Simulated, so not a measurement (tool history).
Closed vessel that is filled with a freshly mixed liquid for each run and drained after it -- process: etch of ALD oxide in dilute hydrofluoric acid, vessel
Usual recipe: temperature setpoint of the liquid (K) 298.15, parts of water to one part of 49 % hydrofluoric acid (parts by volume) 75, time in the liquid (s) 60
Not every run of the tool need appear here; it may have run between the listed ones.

run    hour  temperature setpoint of the liquid (K)  parts of water to one part of 49 % hydrofluoric acid (parts by volume)  time in the liquid (s)  wafers since the last listed run  hours since the thermometer was replaced  hours since the hydrofluoric acid flow meter was replaced  hours since the gauge calibration  read-back film thickness of the ALD oxide reference wafer, read on the same gauge (nm)  thickness taken off the ALD oxide on a monitor wafer (Å)
  1     0.0                                  298.15                                                                      75                      60                                 0                                    2435.1                                                     1077.9                              804.9                                                                                   50.00                                                      75.4
  2    48.6                                  301.15                                                                      75                      70                              5413                                    2483.7                                                     1126.5                              853.5                                                                                   50.01                                                     100.5
  3   150.9                                  301.15                                                                      75                      70                             11394                                    2586.0                                                     1228.8                              955.8                                                                                   50.00                                                      99.5
  4   257.4                                  301.15                                                                      75                      70                             11862                                    2692.5                                                     1335.3                             1062.3                                                                                   50.00                                                      99.2
  5   523.6                                  298.15                                                                     105                      60                             29650                                    2958.7                                                     1601.5                             1328.5                                                                                   50.03                                                      51.2
      559.3  -- hydrofluoric acid flow meter replaced
  6   610.8                                  298.15                                                                     105                      60                              9601                                    3045.9                                                       51.5                             1415.7                                                                                   50.02                                                      51.3
      657.5  -- thermometer replaced
  7   666.2                                  295.65                                                                      75                      60                              6059                                       8.7                                                      106.9                             1471.1                                                                                   50.00                                                      76.9
  8   729.8                                  298.15                                                                      75                      60                              7083                                      72.3                                                      170.5                             1534.7                                                                                   50.00                                                      84.3
  9   828.9                                  298.15                                                                      75                      60                             11038                                     171.4                                                      269.6                             1633.8                                                                                   50.02                                                      82.4
 10   923.8                                  298.15                                                                      75                      60                             10570                                     266.3                                                      364.5                             1728.7                                                                                   50.03                                                      83.6
      951.0  -- gauge calibrated
 11   990.5                                  298.15                                                                     100                      45                              7429                                     333.0                                                      431.2                               39.5                                                                                   49.99                                                      45.2
 12  1083.2                                  298.15                                                                      95                      60                             10325                                     425.7                                                      523.9                              132.2                                                                                   50.02                                                      64.1
 13  1126.8                                  294.15                                                                      75                      35                              4856                                     469.3                                                      567.5                              175.8                                                                                   50.02                                                      41.1
 14  1183.6                                  296.15                                                                      45                      60                              6326                                     526.1                                                      624.3                              232.6                                                                                   50.02                                                     130.8
 15  1231.0                                  294.15                                                                     105                      30                              5279                                     573.5                                                      671.7                              280.0                                                                                   49.97                                                      24.1
 16  1274.3                                  298.15                                                                      75                      60                              4822                                     616.8                                                      715.0                              323.3                                                                                   49.99                                                      82.4
 17  1368.2                                  301.65                                                                      40                      60                             10458                                     710.7                                                      808.9                              417.2                                                                                   49.97                                                     183.8
 18  1450.3                                  302.65                                                                      75                      60                              9144                                     792.8                                                      891.0                              499.3                                                                                   50.02                                                      97.3

Below are 5 alternative next runs, each starting from the tool's condition after run 18. Predict each:
  A  1451.0                                  298.15                                                                      75                      85                                77                                     793.5                                                      891.7                              500.0                                                                                       ?                                                         ?
  B  1451.0                                  301.15                                                                      90                      35                                77                                     793.5                                                      891.7                              500.0                                                                                       ?                                                         ?
  C  1451.0                                  298.15                                                                      75                      95                                77                                     793.5                                                      891.7                              500.0                                                                                       ?                                                         ?
  D  1451.0                                  295.15                                                                      35                      30                                77                                     793.5                                                      891.7                              500.0                                                                                       ?                                                         ?
  E  1451.0                                  300.65                                                                      75                      60                                77                                     793.5                                                      891.7                              500.0                                                                                       ?                                                         ?

run  read-back film thickness of the ALD oxide reference wafer, read on the same gauge (nm)  thickness taken off the ALD oxide on a monitor wafer (Å)
  A                                                                                   49.99                                                     116.5
  B                                                                                   49.99                                                      44.1
  C                                                                                   49.99                                                     130.2
  D                                                                                   49.99                                                      81.9
  E                                                                                   49.99                                                      90.8
Had the tool no hidden state, the same runs would have come out as:
run  thickness taken off the ALD oxide on a monitor wafer (Å)
  A                                                     119.9
  B                                                      45.4
  C                                                     134.0
  D                                                      84.4
  E                                                      93.4
